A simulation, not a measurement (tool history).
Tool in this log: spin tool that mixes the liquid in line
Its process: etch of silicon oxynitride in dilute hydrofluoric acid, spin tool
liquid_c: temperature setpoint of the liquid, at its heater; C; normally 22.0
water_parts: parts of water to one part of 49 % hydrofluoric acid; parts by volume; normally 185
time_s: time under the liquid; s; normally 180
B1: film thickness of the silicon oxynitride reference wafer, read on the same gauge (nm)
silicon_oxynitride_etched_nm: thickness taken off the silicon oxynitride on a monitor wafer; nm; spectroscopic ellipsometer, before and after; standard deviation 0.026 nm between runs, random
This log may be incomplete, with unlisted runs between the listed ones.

{"run": 1, "day": 0.0, "liquid_c": 22.0, "water_parts": 185, "time_s": 180, "B1": 90.024, "silicon_oxynitride_etched_nm": 3.939}
{"run": 2, "day": 1.046, "liquid_c": 22.0, "water_parts": 185, "time_s": 180, "B1": 89.992, "silicon_oxynitride_etched_nm": 3.943}
{"run": 3, "day": 1.483, "liquid_c": 18.0, "water_parts": 145, "time_s": 180, "B1": 89.968, "silicon_oxynitride_etched_nm": 4.312}
{"run": 4, "day": 2.012, "liquid_c": 22.0, "water_parts": 145, "time_s": 180, "B1": 89.949, "silicon_oxynitride_etched_nm": 5.219}
{"run": 5, "day": 2.429, "liquid_c": 22.0, "water_parts": 145, "time_s": 180, "B1": 90.006, "silicon_oxynitride_etched_nm": 5.186}
{"run": 6, "day": 3.988, "liquid_c": 22.0, "water_parts": 185, "time_s": 180, "B1": 90.016, "silicon_oxynitride_etched_nm": 3.942}
{"day": 4.033, "done": "gauge calibrated"}
{"run": 7, "day": 4.671, "liquid_c": 22.0, "water_parts": 185, "time_s": 180, "B1": 89.966, "silicon_oxynitride_etched_nm": 3.912}
{"day": 4.792, "done": "thermometer replaced"}
{"run": 8, "day": 5.421, "liquid_c": 22.0, "water_parts": 145, "time_s": 180, "B1": 90.0, "silicon_oxynitride_etched_nm": 5.146}
{"day": 5.596, "done": "hydrofluoric acid flow meter replaced"}
{"run": 9, "day": 5.9, "liquid_c": 18.0, "water_parts": 100, "time_s": 180, "B1": 90.011, "silicon_oxynitride_etched_nm": 6.428}
{"run": 10, "day": 6.629, "liquid_c": 24.5, "water_parts": 265, "time_s": 250, "B1": 89.988, "silicon_oxynitride_etched_nm": 4.016}
{"run": 11, "day": 7.046, "liquid_c": 22.0, "water_parts": 255, "time_s": 180, "B1": 90.01, "silicon_oxynitride_etched_nm": 2.721}
{"run": 12, "day": 7.638, "liquid_c": 19.5, "water_parts": 185, "time_s": 210, "B1": 89.988, "silicon_oxynitride_etched_nm": 4.071}
{"run": 13, "day": 8.071, "liquid_c": 18.5, "water_parts": 225, "time_s": 290, "B1": 90.017, "silicon_oxynitride_etched_nm": 4.291}
{"run": 14, "day": 8.754, "liquid_c": 17.5, "water_parts": 185, "time_s": 90, "B1": 90.002, "silicon_oxynitride_etched_nm": 1.58}

Here are 3 independent what-if runs from the current tool condition. What would each one return?
{"run": "A", "day": 8.775, "liquid_c": 22.0, "water_parts": 185, "time_s": 180, "B1": "?", "silicon_oxynitride_etched_nm": "?"}
{"run": "B", "day": 8.775, "liquid_c": 17.5, "water_parts": 160, "time_s": 180, "B1": "?", "silicon_oxynitride_etched_nm": "?"}
{"run": "C", "day": 8.775, "liquid_c": 20.0, "water_parts": 185, "time_s": 100, "B1": "?", "silicon_oxynitride_etched_nm": "?"}

run=A B1=90.029 silicon_oxynitride_etched_nm=3.969
run=B B1=90.029 silicon_oxynitride_etched_nm=3.773
run=C B1=90.029 silicon_oxynitride_etched_nm=2.010
Stripped of hidden state, with their random variation kept, the same runs would have yielded:
run=A silicon_oxynitride_etched_nm=3.969
run=B silicon_oxynitride_etched_nm=3.773
run=C silicon_oxynitride_etched_nm=2.010

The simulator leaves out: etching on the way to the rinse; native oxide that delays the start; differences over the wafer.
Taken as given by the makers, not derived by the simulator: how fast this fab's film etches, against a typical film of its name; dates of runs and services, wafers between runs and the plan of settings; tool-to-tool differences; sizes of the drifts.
